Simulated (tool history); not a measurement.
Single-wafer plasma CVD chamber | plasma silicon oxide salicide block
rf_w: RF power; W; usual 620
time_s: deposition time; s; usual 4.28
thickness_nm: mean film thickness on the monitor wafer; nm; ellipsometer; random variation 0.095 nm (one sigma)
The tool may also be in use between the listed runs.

run     day  rf_w  time_s  wafers since the last listed run  hours since the last RF generator calibration  hours since the showerhead was replaced  hours since the gauge calibration  read-back reference wafer on the same gauge, thickness_nm  thickness_nm
  1   0.000   620    4.28                                 0                                          847.1                                   7455.8                              324.0                                                     40.700        41.957
  2   2.758   620    3.64                              1964                                          913.3                                   7522.0                              390.2                                                     40.723        35.680
  3   4.929   620    3.64                              1546                                          965.4                                   7574.1                              442.3                                                     40.689        35.561
  4   6.279   620    3.64                               961                                          997.8                                   7606.5                              474.7                                                     40.686        35.558
  5   9.088   545    4.28                              2000                                         1065.2                                   7673.9                              542.1                                                     40.708        40.883
     11.638  -- showerhead replaced, of another model than before
  6  11.975   545    4.28                              1819                                         1134.5                                      8.1                              611.4                                                     40.694        41.724
  7  13.258   545    4.28                               914                                         1165.3                                     38.9                              642.2                                                     40.707        41.541
     14.333  -- gauge calibrated
  8  14.650   710    4.28                               991                                         1198.7                                     72.3                                7.6                                                     40.702        43.030

Run 9 comes next. What will it give?
     16.404  -- RF generator calibrated
  9  17.046   540    5.08                              1469                                           15.4                                    129.8                               65.1                                                          ?             ?

read-back reference wafer on the same gauge, thickness_nm: 40.709
thickness_nm: 49.917 nm
Without the tool's hidden state the same run would have given thickness_nm 49.946 nm.
